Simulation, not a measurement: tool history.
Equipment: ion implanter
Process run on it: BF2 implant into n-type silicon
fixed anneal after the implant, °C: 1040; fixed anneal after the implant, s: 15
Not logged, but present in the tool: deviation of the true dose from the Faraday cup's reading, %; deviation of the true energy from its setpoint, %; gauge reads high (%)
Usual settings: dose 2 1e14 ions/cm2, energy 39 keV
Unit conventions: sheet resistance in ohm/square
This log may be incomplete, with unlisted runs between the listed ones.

run	hour	dose	energy	wafers since the last listed run	hours since the last dose calibration	hours since the extraction supply was calibrated	hours since the gauge calibration	read-back reference wafer on the same gauge, sheet resistance	sheet resistance
1	0	2	39	0	1670.3	3121.3	142.9	428.48	517.75
2	16	1.8	39	240	1686.3	3137.3	158.9	427.85	570.4
3	38.1	1.8	39	332	1708.4	3159.4	181	428.23	568.09
4	72.7	2	39	520	1743	3194	215.6	427.45	520.22
5	88.1	2	39	231	1758.4	3209.4	231	427.67	518.22
6	113.7	1.56	39	384	1784	3235	256.6	428.28	641.15
7	126.4	1.56	39	190	1796.7	3247.7	269.3	428.2	637.56
8	150.8	1.64	39	366	1821.1	3272.1	293.7	427.7	619.97
9	186.8	1.64	39	541	1857.1	3308.1	329.7	428.33	616.53
10	204.1	2	45	260	1874.4	3325.4	347	428	516.04
11	226.5	2	45	336	1896.8	3347.8	369.4	428	509.48
12	245.2	2.17	39	281	1915.5	3366.5	388.1	427.52	486.71
13	259.1	2	39	208	1929.4	3380.4	402	428.34	526.3
# hour 303.6: gauge calibrated
# hour 308: extraction supply calibrated
14	325.6	1.57	43.5	879	1995.9	17.6	22	426.98	626.8
15	360.5	2	39	524	2030.8	52.5	56.9	427.61	519.81

What does the tool deliver on the next run?
# hour 384.9: Faraday cup replaced and dose calibrated
16	385.4	2	26	254	0.5	77.4	81.8	?	?

read-back reference wafer on the same gauge, sheet resistance: 427.94
sheet resistance: 551.15 ohm/square
Were there no unlogged condition in the tool, this run, its random variation unchanged, would have produced sheet resistance 551.15 ohm/square.

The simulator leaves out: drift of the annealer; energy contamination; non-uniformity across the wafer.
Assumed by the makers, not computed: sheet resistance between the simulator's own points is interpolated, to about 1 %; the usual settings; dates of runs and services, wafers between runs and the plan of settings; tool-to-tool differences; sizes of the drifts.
